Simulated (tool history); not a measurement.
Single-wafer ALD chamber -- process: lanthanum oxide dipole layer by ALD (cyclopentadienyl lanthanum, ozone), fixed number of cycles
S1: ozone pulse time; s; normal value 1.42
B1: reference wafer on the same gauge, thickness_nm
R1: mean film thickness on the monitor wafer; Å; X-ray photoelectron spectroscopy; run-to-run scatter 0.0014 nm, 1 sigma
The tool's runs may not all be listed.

run 1 hour=0.0 | S1=1.42 | B1=0.446 | R1=4.64
run 2 hour=15.5 | S1=1.42 | B1=0.446 | R1=4.62
run 3 hour=24.3 | S1=1.42 | B1=0.446 | R1=4.64
run 4 hour=33.5 | S1=1.42 | B1=0.446 | R1=4.63
run 5 hour=42.2 | S1=1.42 | B1=0.446 | R1=4.62
-- hour=63.6 gauge calibrated
-- hour=64.0 ozone generator serviced
run 6 hour=64.5 | S1=1.42 | B1=0.446 | R1=5.30
run 7 hour=71.8 | S1=1.76 | B1=0.446 | R1=5.50
run 8 hour=88.1 | S1=1.19 | B1=0.446 | R1=5.01
-- hour=107.7 showerhead replaced, of another model than before
run 9 hour=108.2 | S1=1.25 | B1=0.446 | R1=5.24
run 10 hour=111.8 | S1=1.42 | B1=0.446 | R1=5.31
-- hour=121.4 thermocouple changed; heater temperature recalibrated
run 11 hour=123.7 | S1=1.42 | B1=0.446 | R1=5.31
run 12 hour=130.2 | S1=1.87 | B1=0.446 | R1=5.44
run 13 hour=138.4 | S1=1.86 | B1=0.446 | R1=5.44
run 14 hour=156.1 | S1=1.87 | B1=0.446 | R1=5.42
run 15 hour=162.6 | S1=1.20 | B1=0.446 | R1=5.14

What was the tool's hidden state at every run in the log?
wafer temperature above the value expected at the setpoint (K): 0 on each run
gauge reads high (%): 0 on each run
H1: ozone dose above that of a generator just serviced (%)
run=1 H1=-38.3
run=2 H1=-38.4
run=3 H1=-38.5
run=4 H1=-38.5
run=5 H1=-38.6
run=6 H1=-7.02
run=7 H1=-8.03
run=8 H1=-10.2
run=9 H1=-12.7
run=10 H1=-13.1
run=11 H1=-14.5
run=12 H1=-15.2
run=13 H1=-16.1
run=14 H1=-17.9
run=15 H1=-18.6

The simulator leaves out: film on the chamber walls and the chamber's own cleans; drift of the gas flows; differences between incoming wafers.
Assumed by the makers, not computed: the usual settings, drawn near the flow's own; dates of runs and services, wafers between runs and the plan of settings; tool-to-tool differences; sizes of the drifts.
